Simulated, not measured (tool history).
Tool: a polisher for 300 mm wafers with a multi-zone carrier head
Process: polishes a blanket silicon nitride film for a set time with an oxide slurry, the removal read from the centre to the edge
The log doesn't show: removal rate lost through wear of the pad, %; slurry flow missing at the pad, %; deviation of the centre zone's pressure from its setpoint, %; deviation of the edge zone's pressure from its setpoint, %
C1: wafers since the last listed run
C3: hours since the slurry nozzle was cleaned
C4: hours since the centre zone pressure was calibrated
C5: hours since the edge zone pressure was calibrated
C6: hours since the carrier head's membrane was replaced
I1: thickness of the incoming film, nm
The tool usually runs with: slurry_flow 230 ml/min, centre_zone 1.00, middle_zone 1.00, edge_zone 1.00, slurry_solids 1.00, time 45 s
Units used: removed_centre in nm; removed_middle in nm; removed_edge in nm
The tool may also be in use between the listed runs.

{"run": 1, "hour": 0.0, "slurry_flow": 230, "centre_zone": 1.0, "middle_zone": 1.0, "edge_zone": 1.0, "slurry_solids": 1.0, "time": 55, "C1": 0, "wafers polished on this pad": 530, "C3": 23.9, "C4": 664.5, "C5": 245.1, "C6": 744.5, "I1": 294.6, "removed_centre": 47.1, "removed_middle": 46.6, "removed_edge": 46.6}
{"hour": 8.4, "done": "carrier head's membrane replaced by a new one"}
{"run": 2, "hour": 102.4, "slurry_flow": 230, "centre_zone": 1.0, "middle_zone": 1.0, "edge_zone": 1.0, "slurry_solids": 1.0, "time": 55, "C1": 695, "wafers polished on this pad": 1225, "C3": 126.3, "C4": 766.9, "C5": 347.5, "C6": 94.0, "I1": 287.8, "removed_centre": 46.6, "removed_middle": 46.0, "removed_edge": 47.8}
{"hour": 170.4, "done": "centre zone pressure recalibrated"}
{"run": 3, "hour": 170.9, "slurry_flow": 230, "centre_zone": 1.0, "middle_zone": 1.0, "edge_zone": 1.0, "slurry_solids": 1.0, "time": 45, "C1": 475, "wafers polished on this pad": 1700, "C3": 194.8, "C4": 0.5, "C5": 416.0, "C6": 162.5, "I1": 290.2, "removed_centre": 38.7, "removed_middle": 37.7, "removed_edge": 38.7}
{"hour": 465.6, "done": "worn pad replaced by a new one, of another model than before"}
{"run": 4, "hour": 466.1, "slurry_flow": 230, "centre_zone": 1.0, "middle_zone": 1.0, "edge_zone": 1.04, "slurry_solids": 1.0, "time": 45, "C1": 2080, "wafers polished on this pad": 3, "C3": 490.0, "C4": 295.7, "C5": 711.2, "C6": 457.7, "I1": 290.3, "removed_centre": 38.0, "removed_middle": 37.5, "removed_edge": 38.8}
{"run": 5, "hour": 521.2, "slurry_flow": 230, "centre_zone": 1.0, "middle_zone": 1.0, "edge_zone": 1.0, "slurry_solids": 1.15, "time": 50, "C1": 393, "wafers polished on this pad": 397, "C3": 545.1, "C4": 350.8, "C5": 766.3, "C6": 512.8, "I1": 292.6, "removed_centre": 45.4, "removed_middle": 44.4, "removed_edge": 45.5}
{"run": 6, "hour": 608.3, "slurry_flow": 165, "centre_zone": 1.0, "middle_zone": 1.08, "edge_zone": 1.12, "slurry_solids": 1.0, "time": 37, "C1": 622, "wafers polished on this pad": 1019, "C3": 632.2, "C4": 437.9, "C5": 853.4, "C6": 599.9, "I1": 288.3, "removed_centre": 29.4, "removed_middle": 31.1, "removed_edge": 31.3}
{"hour": 619.1, "done": "edge zone pressure recalibrated"}
{"run": 7, "hour": 690.0, "slurry_flow": 230, "centre_zone": 0.93, "middle_zone": 0.9, "edge_zone": 1.0, "slurry_solids": 1.15, "time": 55, "C1": 569, "wafers polished on this pad": 1588, "C3": 713.9, "C4": 519.6, "C5": 70.9, "C6": 681.6, "I1": 284.6, "removed_centre": 46.2, "removed_middle": 43.8, "removed_edge": 49.5}
{"hour": 697.9, "done": "slurry nozzle cleaned"}
{"hour": 757.1, "done": "carrier head's membrane replaced by a new one"}
{"run": 8, "hour": 777.2, "slurry_flow": 165, "centre_zone": 1.0, "middle_zone": 1.08, "edge_zone": 1.12, "slurry_solids": 1.0, "time": 37, "C1": 580, "wafers polished on this pad": 2169, "C3": 79.3, "C4": 606.8, "C5": 158.1, "C6": 20.1, "I1": 288.7, "removed_centre": 30.1, "removed_middle": 32.4, "removed_edge": 32.7}
{"run": 9, "hour": 848.7, "slurry_flow": 290, "centre_zone": 1.1, "middle_zone": 1.08, "edge_zone": 1.0, "slurry_solids": 1.0, "time": 40, "C1": 510, "wafers polished on this pad": 2679, "C3": 150.8, "C4": 678.3, "C5": 229.6, "C6": 91.6, "I1": 291.6, "removed_centre": 37.0, "removed_middle": 37.3, "removed_edge": 35.0}
{"run": 10, "hour": 942.1, "slurry_flow": 165, "centre_zone": 1.0, "middle_zone": 1.08, "edge_zone": 1.12, "slurry_solids": 1.0, "time": 37, "C1": 667, "wafers polished on this pad": 3347, "C3": 244.2, "C4": 771.7, "C5": 323.0, "C6": 185.0, "I1": 284.7, "removed_centre": 30.3, "removed_middle": 32.7, "removed_edge": 31.9}
{"run": 11, "hour": 1023.3, "slurry_flow": 230, "centre_zone": 1.0, "middle_zone": 1.0, "edge_zone": 1.04, "slurry_solids": 1.0, "time": 45, "C1": 580, "wafers polished on this pad": 3927, "C3": 325.4, "C4": 852.9, "C5": 404.2, "C6": 266.2, "I1": 292.6, "removed_centre": 37.5, "removed_middle": 37.4, "removed_edge": 38.9}
{"hour": 1029.9, "done": "worn pad replaced by a new one"}
{"run": 12, "hour": 1071.9, "slurry_flow": 230, "centre_zone": 1.0, "middle_zone": 1.0, "edge_zone": 1.0, "slurry_solids": 1.0, "time": 45, "C1": 318, "wafers polished on this pad": 300, "C3": 374.0, "C4": 901.5, "C5": 452.8, "C6": 314.8, "I1": 292.3, "removed_centre": 37.8, "removed_middle": 37.5, "removed_edge": 38.4}
{"hour": 1078.1, "done": "centre zone pressure recalibrated"}
{"run": 13, "hour": 1148.7, "slurry_flow": 230, "centre_zone": 1.0, "middle_zone": 1.0, "edge_zone": 1.0, "slurry_solids": 1.0, "time": 45, "C1": 534, "wafers polished on this pad": 834, "C3": 450.8, "C4": 70.6, "C5": 529.6, "C6": 391.6, "I1": 291.3, "removed_centre": 37.3, "removed_middle": 36.9, "removed_edge": 38.4}
{"run": 14, "hour": 1221.2, "slurry_flow": 230, "centre_zone": 1.0, "middle_zone": 1.0, "edge_zone": 1.08, "slurry_solids": 1.0, "time": 45, "C1": 517, "wafers polished on this pad": 1352, "C3": 523.3, "C4": 143.1, "C5": 602.1, "C6": 464.1, "I1": 288.1, "removed_centre": 37.2, "removed_middle": 37.9, "removed_edge": 39.0}
{"run": 15, "hour": 1301.2, "slurry_flow": 230, "centre_zone": 1.0, "middle_zone": 1.0, "edge_zone": 1.0, "slurry_solids": 1.0, "time": 45, "C1": 571, "wafers polished on this pad": 1923, "C3": 603.3, "C4": 223.1, "C5": 682.1, "C6": 544.1, "I1": 292.4, "removed_centre": 36.9, "removed_middle": 36.4, "removed_edge": 38.0}
{"hour": 1352.9, "done": "slurry nozzle cleaned"}
{"run": 16, "hour": 1362.4, "slurry_flow": 265, "centre_zone": 1.0, "middle_zone": 1.1, "edge_zone": 1.06, "slurry_solids": 1.0, "time": 59, "C1": 430, "wafers polished on this pad": 2353, "C3": 9.5, "C4": 284.3, "C5": 743.3, "C6": 605.3, "I1": 285.8, "removed_centre": 51.3, "removed_middle": 55.0, "removed_edge": 52.2}
{"run": 17, "hour": 1432.7, "slurry_flow": 230, "centre_zone": 1.0, "middle_zone": 0.92, "edge_zone": 1.0, "slurry_solids": 1.0, "time": 45, "C1": 502, "wafers polished on this pad": 2856, "C3": 79.8, "C4": 354.6, "C5": 813.6, "C6": 675.6, "I1": 287.3, "removed_centre": 38.3, "removed_middle": 34.9, "removed_edge": 38.5}
{"run": 18, "hour": 1529.4, "slurry_flow": 155, "centre_zone": 1.0, "middle_zone": 1.0, "edge_zone": 1.0, "slurry_solids": 1.0, "time": 45, "C1": 690, "wafers polished on this pad": 3546, "C3": 176.5, "C4": 451.3, "C5": 910.3, "C6": 772.3, "I1": 290.0, "removed_centre": 36.9, "removed_middle": 36.4, "removed_edge": 37.6}
{"hour": 1554.8, "done": "carrier head's membrane replaced by a new one"}
{"hour": 1593.2, "done": "worn pad replaced by a new one"}
{"run": 19, "hour": 1613.1, "slurry_flow": 230, "centre_zone": 1.0, "middle_zone": 1.06, "edge_zone": 1.11, "slurry_solids": 1.0, "time": 45, "C1": 533, "wafers polished on this pad": 142, "C3": 260.2, "C4": 535.0, "C5": 994.0, "C6": 58.3, "I1": 284.7, "removed_centre": 38.4, "removed_middle": 39.5, "removed_edge": 40.2}
{"hour": 1622.3, "done": "edge zone pressure recalibrated"}
{"run": 20, "hour": 1717.8, "slurry_flow": 290, "centre_zone": 1.0, "middle_zone": 0.91, "edge_zone": 1.0, "slurry_solids": 1.0, "time": 45, "C1": 733, "wafers polished on this pad": 875, "C3": 364.9, "C4": 639.7, "C5": 95.5, "C6": 163.0, "I1": 292.5, "removed_centre": 40.0, "removed_middle": 35.2, "removed_edge": 39.5}

Hidden state at the last listed run before each entry between runs and at the first one after, where it differs:
Runs 1 to 2: carrier head's membrane replaced by a new one (hour 8.4)
  slurry flow missing at the pad, %: 1.22 -> 2.49
  what was measured, less what the result would be without the hidden state, removed_centre: +0.0 -> -0.2 nm; removed_middle: -0.1 -> -0.2 nm; removed_edge: -0.1 -> -0.1 nm
Runs 2 to 3: centre zone pressure recalibrated (hour 170.4)
  slurry flow missing at the pad, %: 2.49 -> 4.31
  what was measured, less what the result would be without the hidden state, removed_centre: -0.2 -> -0.3 nm; removed_middle: -0.2 -> -0.2 nm; removed_edge: -0.1 -> -0.2 nm
Runs 3 to 4: worn pad replaced by a new one, of another model than before (hour 465.6)
  slurry flow missing at the pad, %: 4.31 -> 21
  what was measured, less what the result would be without the hidden state, removed_centre: -0.3 -> -0.9 nm; removed_middle: -0.2 -> -0.7 nm; removed_edge: -0.2 -> -0.6 nm
Runs 6 to 7: edge zone pressure recalibrated (hour 619.1)
  slurry flow missing at the pad, %: 34.2 -> 43.3
  what was measured, less what the result would be without the hidden state, removed_centre: -1.6 -> -2.7 nm; removed_middle: -1.4 -> -2.3 nm; removed_edge: -1.1 -> -1.9 nm
Runs 7 to 8: slurry nozzle cleaned (hour 697.9); carrier head's membrane replaced by a new one (hour 757.1)
  slurry flow missing at the pad, %: 43.3 -> 2.05
  what was measured, less what the result would be without the hidden state, removed_centre: -2.7 -> -0.1 nm; removed_middle: -2.3 -> -0.1 nm; removed_edge: -1.9 -> +0.0 nm
Runs 11 to 12: worn pad replaced by a new one (hour 1029.9)
  slurry flow missing at the pad, %: 10.3 -> 13.1
  what was measured, less what the result would be without the hidden state, removed_centre: -0.4 -> -0.6 nm; removed_middle: -0.4 -> -0.4 nm; removed_edge: -0.3 -> -0.4 nm
Runs 12 to 13: centre zone pressure recalibrated (hour 1078.1)
  slurry flow missing at the pad, %: 13.1 -> 18.3
  what was measured, less what the result would be without the hidden state, removed_centre: -0.6 -> -0.8 nm; removed_middle: -0.4 -> -0.7 nm; removed_edge: -0.4 -> -0.5 nm
Runs 15 to 16: slurry nozzle cleaned (hour 1352.9)
  slurry flow missing at the pad, %: 31.6 -> 4.27
  what was measured, less what the result would be without the hidden state, removed_centre: -1.4 -> -0.1 nm; removed_middle: -1.3 -> -0.2 nm; removed_edge: -1.0 -> -0.2 nm
Runs 18 to 19: carrier head's membrane replaced by a new one (hour 1554.8); worn pad replaced by a new one (hour 1593.2)
  slurry flow missing at the pad, %: 6.84 -> 9.86
  what was measured, less what the result would be without the hidden state, removed_centre: -0.3 -> -0.4 nm; removed_middle: -0.3 -> -0.4 nm; removed_edge: -0.2 -> -0.3 nm
Runs 19 to 20: edge zone pressure recalibrated (hour 1622.3)
  slurry flow missing at the pad, %: 9.86 -> 15.3
  what was measured, less what the result would be without the hidden state, removed_centre: -0.4 -> -0.6 nm; removed_middle: -0.4 -> -0.4 nm; removed_edge: -0.3 -> -0.3 nm

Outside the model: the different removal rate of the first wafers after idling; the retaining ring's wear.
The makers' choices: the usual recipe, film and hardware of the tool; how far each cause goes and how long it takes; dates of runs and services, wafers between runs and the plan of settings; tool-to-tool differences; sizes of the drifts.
